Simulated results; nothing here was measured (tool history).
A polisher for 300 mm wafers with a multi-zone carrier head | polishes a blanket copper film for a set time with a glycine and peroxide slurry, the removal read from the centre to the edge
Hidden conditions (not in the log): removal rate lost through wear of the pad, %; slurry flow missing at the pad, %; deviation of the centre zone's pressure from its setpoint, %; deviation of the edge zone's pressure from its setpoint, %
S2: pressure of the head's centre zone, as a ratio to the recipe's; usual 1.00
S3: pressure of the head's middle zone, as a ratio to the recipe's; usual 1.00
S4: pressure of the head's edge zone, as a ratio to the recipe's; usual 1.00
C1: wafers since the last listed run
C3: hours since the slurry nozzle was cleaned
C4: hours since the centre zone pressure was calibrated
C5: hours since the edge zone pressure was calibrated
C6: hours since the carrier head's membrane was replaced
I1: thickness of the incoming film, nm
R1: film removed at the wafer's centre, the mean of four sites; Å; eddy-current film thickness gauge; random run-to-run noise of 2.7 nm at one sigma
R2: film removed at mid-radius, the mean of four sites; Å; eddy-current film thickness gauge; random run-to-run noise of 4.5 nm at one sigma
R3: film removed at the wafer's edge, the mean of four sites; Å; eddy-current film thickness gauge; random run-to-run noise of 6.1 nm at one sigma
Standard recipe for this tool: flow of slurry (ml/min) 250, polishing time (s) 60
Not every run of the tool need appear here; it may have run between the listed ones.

{"run": 1, "hour": 0.0, "flow of slurry (ml/min)": 250, "S2": 1.0, "S3": 1.0, "S4": 1.0, "polishing time (s)": 60, "C1": 0, "wafers polished on this pad": 1820, "C3": 175.8, "C4": 253.9, "C5": 822.0, "C6": 1347.1, "I1": 1299.6, "R1": 4201, "R2": 4226, "R3": 4212}
{"run": 2, "hour": 43.4, "flow of slurry (ml/min)": 250, "S2": 1.0, "S3": 1.0, "S4": 1.0, "polishing time (s)": 60, "C1": 673, "wafers polished on this pad": 2494, "C3": 219.2, "C4": 297.3, "C5": 865.4, "C6": 1390.5, "I1": 1331.0, "R1": 4232, "R2": 4272, "R3": 4196}
{"run": 3, "hour": 100.7, "flow of slurry (ml/min)": 250, "S2": 1.0, "S3": 1.0, "S4": 1.0, "polishing time (s)": 60, "C1": 888, "wafers polished on this pad": 3382, "C3": 276.5, "C4": 354.6, "C5": 922.7, "C6": 1447.8, "I1": 1329.0, "R1": 4139, "R2": 4288, "R3": 4188}
{"run": 4, "hour": 150.1, "flow of slurry (ml/min)": 300, "S2": 1.0, "S3": 1.0, "S4": 1.0, "polishing time (s)": 60, "C1": 766, "wafers polished on this pad": 4149, "C3": 325.9, "C4": 404.0, "C5": 972.1, "C6": 1497.2, "I1": 1313.7, "R1": 4245, "R2": 4328, "R3": 4244}
{"hour": 174.7, "done": "worn pad replaced by a new one"}
{"run": 5, "hour": 193.9, "flow of slurry (ml/min)": 300, "S2": 1.0, "S3": 1.0, "S4": 1.0, "polishing time (s)": 60, "C1": 617, "wafers polished on this pad": 298, "C3": 369.7, "C4": 447.8, "C5": 1015.9, "C6": 1541.0, "I1": 1320.5, "R1": 4238, "R2": 4351, "R3": 4162}
{"run": 6, "hour": 235.8, "flow of slurry (ml/min)": 250, "S2": 1.0, "S3": 1.0, "S4": 1.0, "polishing time (s)": 60, "C1": 650, "wafers polished on this pad": 948, "C3": 411.6, "C4": 489.7, "C5": 1057.8, "C6": 1582.9, "I1": 1322.3, "R1": 4150, "R2": 4185, "R3": 4070}
{"run": 7, "hour": 278.5, "flow of slurry (ml/min)": 250, "S2": 1.0, "S3": 1.0, "S4": 1.0, "polishing time (s)": 60, "C1": 662, "wafers polished on this pad": 1610, "C3": 454.3, "C4": 532.4, "C5": 1100.5, "C6": 1625.6, "I1": 1336.1, "R1": 4146, "R2": 4132, "R3": 4025}
{"run": 8, "hour": 330.1, "flow of slurry (ml/min)": 250, "S2": 1.0, "S3": 1.0, "S4": 1.0, "polishing time (s)": 60, "C1": 800, "wafers polished on this pad": 2411, "C3": 505.9, "C4": 584.0, "C5": 1152.1, "C6": 1677.2, "I1": 1318.1, "R1": 4075, "R2": 4156, "R3": 4210}
{"run": 9, "hour": 374.7, "flow of slurry (ml/min)": 250, "S2": 1.0, "S3": 1.0, "S4": 1.07, "polishing time (s)": 60, "C1": 691, "wafers polished on this pad": 3103, "C3": 550.5, "C4": 628.6, "C5": 1196.7, "C6": 1721.8, "I1": 1295.3, "R1": 4089, "R2": 4069, "R3": 4253}
{"hour": 423.7, "done": "carrier head's membrane replaced by a new one"}
{"hour": 447.4, "done": "edge zone pressure recalibrated"}
{"run": 10, "hour": 447.9, "flow of slurry (ml/min)": 250, "S2": 1.0, "S3": 1.07, "S4": 1.05, "polishing time (s)": 79, "C1": 1026, "wafers polished on this pad": 4130, "C3": 623.7, "C4": 701.8, "C5": 0.5, "C6": 24.2, "I1": 1341.1, "R1": 5274, "R2": 5605, "R3": 5507}
{"hour": 471.8, "done": "worn pad replaced by a new one"}
{"run": 11, "hour": 482.1, "flow of slurry (ml/min)": 250, "S2": 1.0, "S3": 1.0, "S4": 1.0, "polishing time (s)": 60, "C1": 468, "wafers polished on this pad": 159, "C3": 657.9, "C4": 736.0, "C5": 34.7, "C6": 58.4, "I1": 1303.2, "R1": 4007, "R2": 4093, "R3": 4104}
{"run": 12, "hour": 544.0, "flow of slurry (ml/min)": 220, "S2": 1.08, "S3": 1.1, "S4": 1.0, "polishing time (s)": 60, "C1": 960, "wafers polished on this pad": 1119, "C3": 719.8, "C4": 797.9, "C5": 96.6, "C6": 120.3, "I1": 1307.8, "R1": 4150, "R2": 4301, "R3": 3967}
{"run": 13, "hour": 570.1, "flow of slurry (ml/min)": 250, "S2": 1.0, "S3": 1.0, "S4": 0.95, "polishing time (s)": 60, "C1": 404, "wafers polished on this pad": 1524, "C3": 745.9, "C4": 824.0, "C5": 122.7, "C6": 146.4, "I1": 1316.5, "R1": 3910, "R2": 3993, "R3": 3942}
{"hour": 572.3, "done": "centre zone pressure recalibrated"}
{"hour": 579.1, "done": "slurry nozzle cleaned"}
{"run": 14, "hour": 623.4, "flow of slurry (ml/min)": 250, "S2": 1.0, "S3": 1.0, "S4": 1.0, "polishing time (s)": 60, "C1": 780, "wafers polished on this pad": 2305, "C3": 44.3, "C4": 51.1, "C5": 176.0, "C6": 199.7, "I1": 1323.9, "R1": 4154, "R2": 4230, "R3": 4114}
{"run": 15, "hour": 678.0, "flow of slurry (ml/min)": 250, "S2": 1.0, "S3": 1.0, "S4": 1.0, "polishing time (s)": 60, "C1": 847, "wafers polished on this pad": 3152, "C3": 98.9, "C4": 105.7, "C5": 230.6, "C6": 254.3, "I1": 1302.4, "R1": 4171, "R2": 4208, "R3": 4124}
{"run": 16, "hour": 715.3, "flow of slurry (ml/min)": 215, "S2": 0.94, "S3": 1.0, "S4": 1.0, "polishing time (s)": 74, "C1": 578, "wafers polished on this pad": 3730, "C3": 136.2, "C4": 143.0, "C5": 267.9, "C6": 291.6, "I1": 1295.6, "R1": 4700, "R2": 5107, "R3": 5134}
{"hour": 723.5, "done": "worn pad replaced by a new one"}
{"run": 17, "hour": 744.6, "flow of slurry (ml/min)": 175, "S2": 1.09, "S3": 1.0, "S4": 1.0, "polishing time (s)": 60, "C1": 392, "wafers polished on this pad": 327, "C3": 165.5, "C4": 172.3, "C5": 297.2, "C6": 320.9, "I1": 1317.4, "R1": 4266, "R2": 4059, "R3": 3973}
{"run": 18, "hour": 880.3, "flow of slurry (ml/min)": 250, "S2": 1.0, "S3": 1.0, "S4": 1.0, "polishing time (s)": 40, "C1": 2105, "wafers polished on this pad": 2432, "C3": 301.2, "C4": 308.0, "C5": 432.9, "C6": 456.6, "I1": 1324.9, "R1": 2745, "R2": 2848, "R3": 2740}
{"run": 19, "hour": 921.3, "flow of slurry (ml/min)": 320, "S2": 1.09, "S3": 1.0, "S4": 1.0, "polishing time (s)": 67, "C1": 636, "wafers polished on this pad": 3069, "C3": 342.2, "C4": 349.0, "C5": 473.9, "C6": 497.6, "I1": 1332.9, "R1": 5195, "R2": 4769, "R3": 4776}
{"hour": 966.9, "done": "worn pad replaced by a new one"}
{"run": 20, "hour": 985.4, "flow of slurry (ml/min)": 280, "S2": 0.92, "S3": 1.0, "S4": 1.0, "polishing time (s)": 60, "C1": 932, "wafers polished on this pad": 286, "C3": 406.3, "C4": 413.1, "C5": 538.0, "C6": 561.7, "I1": 1330.9, "R1": 3827, "R2": 4191, "R3": 4145}
{"run": 21, "hour": 1035.6, "flow of slurry (ml/min)": 250, "S2": 1.0, "S3": 1.0, "S4": 1.0, "polishing time (s)": 60, "C1": 778, "wafers polished on this pad": 1065, "C3": 456.5, "C4": 463.3, "C5": 588.2, "C6": 611.9, "I1": 1332.4, "R1": 4084, "R2": 4137, "R3": 4145}
{"run": 22, "hour": 1074.9, "flow of slurry (ml/min)": 305, "S2": 1.0, "S3": 1.0, "S4": 1.0, "polishing time (s)": 72, "C1": 609, "wafers polished on this pad": 1674, "C3": 495.8, "C4": 502.6, "C5": 627.5, "C6": 651.2, "I1": 1308.6, "R1": 4983, "R2": 5102, "R3": 5011}
{"run": 23, "hour": 1118.7, "flow of slurry (ml/min)": 250, "S2": 1.0, "S3": 1.0, "S4": 0.9, "polishing time (s)": 52, "C1": 679, "wafers polished on this pad": 2354, "C3": 539.6, "C4": 546.4, "C5": 671.3, "C6": 695.0, "I1": 1298.5, "R1": 3492, "R2": 3522, "R3": 3359}

Each run again, without the hidden state but with its own random variation kept:
run=1 R1=4213 R2=4238 R3=4220
run=2 R1=4252 R2=4289 R3=4209
run=3 R1=4169 R2=4316 R3=4209
run=4 R1=4282 R2=4361 R3=4269
run=5 R1=4285 R2=4394 R3=4193
run=6 R1=4219 R2=4248 R3=4116
run=7 R1=4233 R2=4210 R3=4081
run=8 R1=4186 R2=4257 R3=4286
run=9 R1=4225 R2=4190 R3=4348
run=10 R1=5518 R2=5836 R3=5676
run=11 R1=4222 R2=4288 R3=4250
run=12 R1=4480 R2=4604 R3=4170
run=13 R1=4218 R2=4273 R3=4144
run=14 R1=4191 R2=4264 R3=4139
run=15 R1=4211 R2=4244 R3=4151
run=16 R1=4757 R2=5163 R3=5176
run=17 R1=4335 R2=4117 R3=4015
run=18 R1=2795 R2=2895 R3=2773
run=19 R1=5282 R2=4842 R3=4831
run=20 R1=3921 R2=4283 R3=4214
run=21 R1=4218 R2=4259 R3=4236
run=22 R1=5141 R2=5247 R3=5119
run=23 R1=3651 R2=3665 R3=3460
